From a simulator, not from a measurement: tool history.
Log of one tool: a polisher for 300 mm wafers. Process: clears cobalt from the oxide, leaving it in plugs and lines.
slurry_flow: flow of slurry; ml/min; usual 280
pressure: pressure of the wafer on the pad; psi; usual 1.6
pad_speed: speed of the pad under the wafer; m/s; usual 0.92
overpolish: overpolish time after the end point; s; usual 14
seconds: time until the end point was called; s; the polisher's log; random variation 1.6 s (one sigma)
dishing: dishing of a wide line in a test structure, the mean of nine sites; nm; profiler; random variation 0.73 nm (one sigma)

| run | hour | slurry_flow | pressure | pad_speed | overpolish | incoming thickness of the incoming film, nm | seconds | dishing |
|---|---|---|---|---|---|---|---|---|
| 1 | 0 | 280 | 1.6 | 0.92 | 14 | 345.9 | 102.7 | 32.1 |
|  | 0.4 | worn pad replaced by a new one |
| 2 | 81.1 | 280 | 1.6 | 1.06 | 10 | 350.8 | 93.8 | 27.7 |
| 3 | 187.9 | 280 | 1.6 | 0.92 | 14 | 350.9 | 112.9 | 31 |
|  | 195.3 | slurry nozzle cleaned |
| 4 | 273.2 | 280 | 1.6 | 1 | 14 | 353.8 | 103.2 | 31.6 |
| 5 | 322.5 | 280 | 1.6 | 1 | 14 | 347 | 102.5 | 31.2 |
|  | 359.9 | worn pad replaced by a new one |
| 6 | 413 | 280 | 1.6 | 1 | 14 | 345.7 | 102.3 | 31.9 |
| 7 | 464.7 | 350 | 1.6 | 0.92 | 14 | 353.5 | 113.4 | 29.2 |
| 8 | 501.8 | 350 | 1.6 | 0.92 | 14 | 353 | 115.5 | 30.3 |
| 9 | 555 | 350 | 1.6 | 0.92 | 14 | 351.3 | 111.8 | 30 |
|  | 612 | slurry nozzle cleaned |
| 10 | 642.1 | 355 | 1.6 | 0.92 | 14 | 346.6 | 112.7 | 30.5 |
|  | 708.4 | worn pad replaced by a new one |
| 11 | 748.4 | 230 | 1.2 | 0.92 | 17 | 350.9 | 160.1 | 25.9 |
| 12 | 843.3 | 370 | 1.6 | 0.92 | 11 | 350.9 | 117 | 24 |
| 13 | 883.5 | 280 | 2 | 0.92 | 8 | 346.2 | 94.2 | 22.1 |
| 14 | 927.6 | 370 | 1.6 | 0.92 | 11 | 351.8 | 120.8 | 23.8 |
|  | 948.2 | slurry nozzle cleaned |
|  | 970.4 | head pressure recalibrated |
| 15 | 982.5 | 280 | 1.6 | 0.64 | 17 | 352.5 | 156.8 | 27.6 |
|  | 1079.6 | worn pad replaced by a new one |
| 16 | 1282.7 | 370 | 1.3 | 0.92 | 14 | 348.3 | 136.1 | 27 |
|  | 1314.8 | slurry nozzle cleaned |
| 17 | 1352.7 | 360 | 1.6 | 1.22 | 14 | 352.8 | 83.3 | 37 |
|  | 1433 | worn pad replaced by a new one |
| 18 | 1659 | 280 | 1.6 | 0.92 | 14 | 341.7 | 113.7 | 29.8 |
|  | 1708.3 | slurry nozzle cleaned |
| 19 | 1749.3 | 370 | 1.6 | 0.92 | 11 | 346.9 | 114.3 | 25 |
|  | 1804 | worn pad replaced by a new one |
| 20 | 1815.5 | 280 | 1.6 | 0.92 | 14 | 357.8 | 124.9 | 29.1 |

4 ways to go on from here, each from the tool as it stands after run 20. What would each give?
| A | 1816 | 280 | 1.6 | 0.62 | 14 | 350.4 | ? | ? |
| B | 1816 | 280 | 1.4 | 0.92 | 8 | 350.4 | ? | ? |
| C | 1816 | 370 | 2 | 0.92 | 14 | 350.4 | ? | ? |
| D | 1816 | 365 | 1.4 | 0.92 | 14 | 350.4 | ? | ? |

| run | seconds | dishing |
|---|---|---|
| A | 177.8 | 22.4 |
| B | 137 | 17.6 |
| C | 94.4 | 34.4 |
| D | 135 | 27.4 |
Without the tool's hidden state the same runs would have given:
| run | seconds | dishing |
|---|---|---|
| A | 157.2 | 24.6 |
| B | 121 | 19.5 |
| C | 83.4 | 36.9 |
| D | 119.2 | 29.8 |
